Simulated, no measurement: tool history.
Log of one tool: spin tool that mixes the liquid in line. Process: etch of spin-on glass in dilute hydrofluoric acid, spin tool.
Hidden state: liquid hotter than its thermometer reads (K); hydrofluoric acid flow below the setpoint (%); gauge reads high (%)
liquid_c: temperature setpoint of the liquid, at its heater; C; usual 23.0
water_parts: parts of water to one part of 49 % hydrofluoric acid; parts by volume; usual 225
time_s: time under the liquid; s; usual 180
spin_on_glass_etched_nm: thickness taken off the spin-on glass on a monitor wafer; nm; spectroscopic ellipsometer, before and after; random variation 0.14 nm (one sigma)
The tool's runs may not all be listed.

run    hour  liquid_c  water_parts  time_s  wafers since the last listed run  hours since the thermometer was replaced  hours since the hydrofluoric acid flow meter was replaced  hours since the gauge calibration  read-back film thickness of the spin-on glass reference wafer, read on the same gauge (nm)  spin_on_glass_etched_nm
  1     0.0      23.0          225     180                                 0                                    1482.2                                                     1146.8                              620.3                                                                                      130.00                    21.03
  2    34.3      23.0          225     180                               172                                    1516.5                                                     1181.1                              654.6                                                                                      130.00                    21.33
  3    80.0      23.0          225     180                               229                                    1562.2                                                     1226.8                              700.3                                                                                      130.00                    21.05
  4   126.7      23.0          225     180                               234                                    1608.9                                                     1273.5                              747.0                                                                                      130.00                    21.42
  5   187.1      23.0          225     180                               303                                    1669.3                                                     1333.9                              807.4                                                                                      130.01                    21.25
  6   233.8      23.0          225     180                               234                                    1716.0                                                     1380.6                              854.1                                                                                      129.98                    20.97
  7   288.1      23.0          225     180                               272                                    1770.3                                                     1434.9                              908.4                                                                                      130.00                    21.17
  8   314.8      23.0          270     180                               133                                    1797.0                                                     1461.6                              935.1                                                                                      130.03                    16.82
  9   344.5      23.0          270     180                               148                                    1826.7                                                     1491.3                              964.8                                                                                      130.01                    16.85
 10   410.3      25.5          225     180                               330                                    1892.5                                                     1557.1                             1030.6                                                                                      129.99                    23.14
 11   448.8      25.5          225     180                               193                                    1931.0                                                     1595.6                             1069.1                                                                                      130.00                    23.27
 12   501.3      21.5          125     285                               263                                    1983.5                                                     1648.1                             1121.6                                                                                      130.02                    62.84
      566.5  -- gauge calibrated
 13   570.4      23.0          225     180                               346                                    2052.6                                                     1717.2                                3.9                                                                                      129.99                    20.67
      747.8  -- hydrofluoric acid flow meter replaced
 14   751.7      21.0          260     270                               904                                    2233.9                                                        3.9                              185.2                                                                                      130.03                    26.60
 15   920.8      26.0          330      75                               848                                    2403.0                                                      173.0                              354.3                                                                                      130.01                     6.41
 16   948.0      23.0          225      85                               136                                    2430.2                                                      200.2                              381.5                                                                                      130.02                    10.60
      974.4  -- thermometer replaced
 17  1015.8      23.0          125     235                               335                                      41.4                                                      268.0                              449.3                                                                                      130.01                    55.82
 18  1073.7      23.0          225     180                               290                                      99.3                                                      325.9                              507.2                                                                                      130.00                    21.38
 19  1128.4      23.0          225     180                               274                                     154.0                                                      380.6                              561.9                                                                                      130.04                    21.27
 20  1160.6      26.0          135     115                               161                                     186.2                                                      412.8                              594.1                                                                                      130.02                    27.87
 21  1220.1      23.0          225     180                               298                                     245.7                                                      472.3                              653.6                                                                                      130.01                    21.32
 22  1412.7      25.0          185     180                               966                                     438.3                                                      664.9                              846.2                                                                                      130.00                    29.15
 23  1471.7      23.0          225     280                               295                                     497.3                                                      723.9                              905.2                                                                                      130.03                    32.65

3 ways to go on from here, each from the tool as it stands after run 23. What would each give?
  A  1472.2      23.0          225     180                                 2                                     497.8                                                      724.4                              905.7                                                                                           ?                        ?
  B  1472.2      25.0          190     180                                 2                                     497.8                                                      724.4                              905.7                                                                                           ?                        ?
  C  1472.2      23.0          295     180                                 2                                     497.8                                                      724.4                              905.7                                                                                           ?                        ?

run  read-back film thickness of the spin-on glass reference wafer, read on the same gauge (nm)  spin_on_glass_etched_nm
  A                                                                                      129.98                    21.17
  B                                                                                      129.98                    28.02
  C                                                                                      129.98                    15.03
Without the tool's hidden state the same runs would have given:
run  spin_on_glass_etched_nm
  A                    21.57
  B                    28.54
  C                    15.35
